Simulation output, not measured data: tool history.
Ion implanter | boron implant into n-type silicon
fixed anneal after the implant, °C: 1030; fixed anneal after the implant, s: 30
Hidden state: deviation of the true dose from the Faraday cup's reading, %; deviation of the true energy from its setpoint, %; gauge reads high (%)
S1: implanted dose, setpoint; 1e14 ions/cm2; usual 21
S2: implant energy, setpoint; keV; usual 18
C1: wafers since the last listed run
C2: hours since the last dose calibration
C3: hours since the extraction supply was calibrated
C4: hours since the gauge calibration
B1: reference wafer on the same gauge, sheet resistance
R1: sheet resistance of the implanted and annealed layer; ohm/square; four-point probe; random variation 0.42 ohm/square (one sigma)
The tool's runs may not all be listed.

Run 1, hour 0: usual settings but S2 13.5 keV; C1 0; C2 136; C3 2151.1; C4 960.8; B1 84.98. Result: R1 81.73 ohm/square.
Run 2, hour 36.8: usual settings but S2 13.5 keV; C1 593; C2 172.8; C3 2187.9; C4 997.6; B1 84.73. Result: R1 82.23 ohm/square.
Run 3, hour 76.8: usual settings but S2 13.5 keV; C1 645; C2 212.8; C3 2227.9; C4 1037.6; B1 84.87. Result: R1 81.59 ohm/square.
Run 4, hour 129.2: usual settings; C1 845; C2 265.2; C3 2280.3; C4 1090; B1 84.98. Result: R1 74.04 ohm/square.
Run 5, hour 165.1: usual settings; C1 579; C2 301.1; C3 2316.2; C4 1125.9; B1 84.91. Result: R1 73.9 ohm/square.
Run 6, hour 226.2: usual settings but S1 17.63 1e14 ions/cm2; C1 985; C2 362.2; C3 2377.3; C4 1187; B1 84.85. Result: R1 83.65 ohm/square.
Run 7, hour 287.2: usual settings but S1 17.63 1e14 ions/cm2; C1 984; C2 423.2; C3 2438.3; C4 1248; B1 85.09. Result: R1 82.91 ohm/square.
Run 8, hour 321.2: usual settings but S1 17.43 1e14 ions/cm2; C1 548; C2 457.2; C3 2472.3; C4 1282; B1 85. Result: R1 83.3 ohm/square.
Run 9, hour 359.3: usual settings but S1 23.65 1e14 ions/cm2; C1 614; C2 495.3; C3 2510.4; C4 1320.1; B1 84.86. Result: R1 70.03 ohm/square.
Run 10, hour 414.3: usual settings but S1 23.65 1e14 ions/cm2; C1 887; C2 550.3; C3 2565.4; C4 1375.1; B1 84.98. Result: R1 70.68 ohm/square.
Run 11, hour 455.4: usual settings but S1 23.65 1e14 ions/cm2; C1 663; C2 591.4; C3 2606.5; C4 1416.2; B1 84.79. Result: R1 69.89 ohm/square.
Run 12, hour 516.6: usual settings; C1 987; C2 652.6; C3 2667.7; C4 1477.4; B1 84.84. Result: R1 75.04 ohm/square.
Run 13, hour 548.2: usual settings; C1 509; C2 684.2; C3 2699.3; C4 1509; B1 84.83. Result: R1 75.67 ohm/square.
Run 14, hour 574.2: usual settings but S2 22 keV; C1 419; C2 710.2; C3 2725.3; C4 1535; B1 85.14. Result: R1 71.9 ohm/square.
Run 15, hour 611.8: usual settings but S2 19.5 keV; C1 606; C2 747.8; C3 2762.9; C4 1572.6; B1 85.07. Result: R1 74.12 ohm/square.
Run 16, hour 654.6: usual settings but S1 24.81 1e14 ions/cm2; C1 690; C2 790.6; C3 2805.7; C4 1615.4; B1 84.99. Result: R1 69.06 ohm/square.
Run 17, hour 694.1: usual settings but S1 17.85 1e14 ions/cm2; C1 637; C2 830.1; C3 2845.2; C4 1654.9; B1 84.87. Result: R1 83.51 ohm/square.
Run 18, hour 765.5: usual settings but S1 23.17 1e14 ions/cm2, S2 15 keV; C1 1152; C2 901.5; C3 2916.6; C4 1726.3; B1 84.9. Result: R1 76.75 ohm/square.
Run 19, hour 813.2: usual settings but S1 25.05 1e14 ions/cm2, S2 14 keV; C1 769; C2 949.2; C3 2964.3; C4 1774; B1 84.91. Result: R1 75.68 ohm/square.
Run 20, hour 877.4: usual settings but S1 16.49 1e14 ions/cm2; C1 1035; C2 1013.4; C3 3028.5; C4 1838.2; B1 84.85. Result: R1 87.77 ohm/square.
Run 21, hour 938.6: usual settings but S1 16.52 1e14 ions/cm2, S2 14 keV; C1 987; C2 1074.6; C3 3089.7; C4 1899.4; B1 84.91. Result: R1 92.95 ohm/square.
At hour 998.7: gauge calibrated.
Run 22, hour 1152.9: usual settings but S1 26.1 1e14 ions/cm2, S2 16 keV; C1 3458; C2 1288.9; C3 3304; C4 154.2; B1 84.85. Result: R1 71.51 ohm/square.
At hour 1184.1: Faraday cup replaced and dose calibrated.
Run 23, hour 1193.6: usual settings but S1 25.05 1e14 ions/cm2, S2 14 keV; C1 527; C2 9.5; C3 3344.7; C4 194.9; B1 85. Result: R1 75.49 ohm/square.
At hour 1210.7: extraction supply calibrated.
Run 24, hour 1251: usual settings but S1 15.14 1e14 ions/cm2; C1 797; C2 66.9; C3 40.3; C4 252.3; B1 84.75. Result: R1 92.16 ohm/square.
Run 25, hour 1303.6: usual settings but S1 23.98 1e14 ions/cm2, S2 23 keV; C1 848; C2 119.5; C3 92.9; C4 304.9; B1 85.11. Result: R1 64.25 ohm/square.
Run 26, hour 1351.2: usual settings but S1 23.25 1e14 ions/cm2, S2 12 keV; C1 768; C2 167.1; C3 140.5; C4 352.5; B1 84.71. Result: R1 82.68 ohm/square.
Run 27, hour 1400.9: usual settings but S1 16.66 1e14 ions/cm2, S2 23.5 keV; C1 801; C2 216.8; C3 190.2; C4 402.2; B1 85.05. Result: R1 82.08 ohm/square.
Run 28, hour 1460: usual settings but S1 19.05 1e14 ions/cm2, S2 22 keV; C1 953; C2 275.9; C3 249.3; C4 461.3; B1 84.89. Result: R1 74.92 ohm/square.
Run 29, hour 1497.4: usual settings; C1 603; C2 313.3; C3 286.7; C4 498.7; B1 85.04. Result: R1 73.78 ohm/square.
Run 30, hour 1566.6: usual settings but S1 24.57 1e14 ions/cm2, S2 12.5 keV; C1 1116; C2 382.5; C3 355.9; C4 567.9; B1 84.69. Result: R1 79.89 ohm/square.
Run 31, hour 1633.9: usual settings but S1 24.55 1e14 ions/cm2; C1 1085; C2 449.8; C3 423.2; C4 635.2; B1 84.71. Result: R1 68.94 ohm/square.
Run 32, hour 1702.5: usual settings but S1 24.01 1e14 ions/cm2, S2 20.5 keV; C1 1106; C2 518.4; C3 491.8; C4 703.8; B1 84.95. Result: R1 67.07 ohm/square.
Run 33, hour 1749.3: usual settings but S1 17.43 1e14 ions/cm2; C1 755; C2 565.2; C3 538.6; C4 750.6; B1 84.97. Result: R1 83.76 ohm/square.
Run 34, hour 1775.7: usual settings but S1 25.79 1e14 ions/cm2, S2 24 keV; C1 425; C2 591.6; C3 565; C4 777; B1 84.82. Result: R1 61.35 ohm/square.
Run 35, hour 1800.9: usual settings but S1 25.9 1e14 ions/cm2, S2 23.5 keV; C1 406; C2 616.8; C3 590.2; C4 802.2; B1 84.97. Result: R1 61.6 ohm/square.
Run 36, hour 1837.1: usual settings; C1 584; C2 653; C3 626.4; C4 838.4; B1 84.98. Result: R1 74.93 ohm/square.

The same runs without the tool's hidden state, with the same run-to-run variation:
run     R1
  1  81.68
  2  82.18
  3  81.52
  4  73.94
  5  73.78
  6  83.44
  7  82.64
  8  82.99
  9   69.8
 10  70.41
 11  69.59
 12  74.59
 13  75.17
 14  71.32
 15  73.51
 16  68.57
 17  82.61
 18   76.1
 19  75.08
 20   86.3
 21  91.44
 22  70.41
 23   75.6
 24  92.43
 25  64.39
 26  82.77
 27  82.27
 28  75.04
 29  73.86
 30  79.91
 31  68.92
 32     67
 33  83.58
 34  61.22
 35  61.45
 36   74.7
